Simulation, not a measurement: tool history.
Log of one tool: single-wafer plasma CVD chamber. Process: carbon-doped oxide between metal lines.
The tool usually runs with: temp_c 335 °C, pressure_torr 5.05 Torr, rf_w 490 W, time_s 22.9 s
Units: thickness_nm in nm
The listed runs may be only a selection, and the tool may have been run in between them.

run	hour	temp_c	pressure_torr	rf_w	time_s	read-back reference wafer on the same gauge, thickness_nm	thickness_nm
1	0	335	6.05	490	22.9	118.12	133.129
2	100.3	335	5.05	490	22.9	118.097	130.039
3	145.6	335	5.05	490	22.9	117.935	131.347
4	251	335	5.05	490	22.9	118.092	131.02
5	343.4	335	5.05	490	22.9	118.116	131.409
# hour 391.3: capacitance manometer re-zeroed and calibrated
6	402.8	335	5.05	490	22.9	118.156	131.477
7	510.4	335	5.05	490	22.9	117.994	131.219
8	546.6	335	5.05	490	22.9	118.057	130.438
9	650.2	335	5.88	490	22.9	117.837	132.955
10	688.3	332	5.8	490	22.9	117.957	134.885
11	762.3	335	5.05	490	22.9	117.897	131.289
# hour 782.6: RF generator calibrated
12	833.3	335	5.05	490	22.9	118.011	132.18
13	891.8	335	5.05	490	22.9	118.246	131.51
14	929	335	5.05	490	18.9	117.998	108.692
15	1027.9	335	5.92	490	22.9	118.033	133.67
16	1086.8	335	5.66	530	27.4	118.149	164.221
17	1190.7	335	4.13	400	22.9	117.891	114.922
# hour 1230.6: gauge calibrated
18	1263.2	335	5.05	540	22.9	118.007	136.122
19	1315.9	343	5.05	425	18.6	118.029	97.409
20	1365.5	327	4.32	490	25.1	118.114	143.269
21	1453.6	335	5.05	555	22.9	117.918	138.454
22	1503.6	335	5.05	490	22.9	118.1	130.096
# hour 1562.4: showerhead replaced
23	1607.9	335	5.05	490	22.9	118.06	130.583
# hour 1665.5: thermocouple changed; heater temperature recalibrated
24	1680.6	343	4.71	540	21	118.054	121.685
25	1856.7	326	5.05	430	22.9	118.27	127.23
26	1933.1	325	5.05	585	22.9	118.077	146.498
27	2017.8	335	5.05	490	22.9	118.133	131.273
# hour 2084.1: capacitance manometer re-zeroed and calibrated
28	2225.1	335	5.05	490	22.9	117.952	130.004
29	2286.9	349	5.05	490	22.9	118.11	124.781

Run-by-run hidden state of the tool:
wafer temperature above the value expected at the setpoint (K): 0 in every run
delivered RF power above the setpoint (%): 0 in every run
true pressure above the setpoint (%): 0 in every run
gauge reads high (%): 0 in every run

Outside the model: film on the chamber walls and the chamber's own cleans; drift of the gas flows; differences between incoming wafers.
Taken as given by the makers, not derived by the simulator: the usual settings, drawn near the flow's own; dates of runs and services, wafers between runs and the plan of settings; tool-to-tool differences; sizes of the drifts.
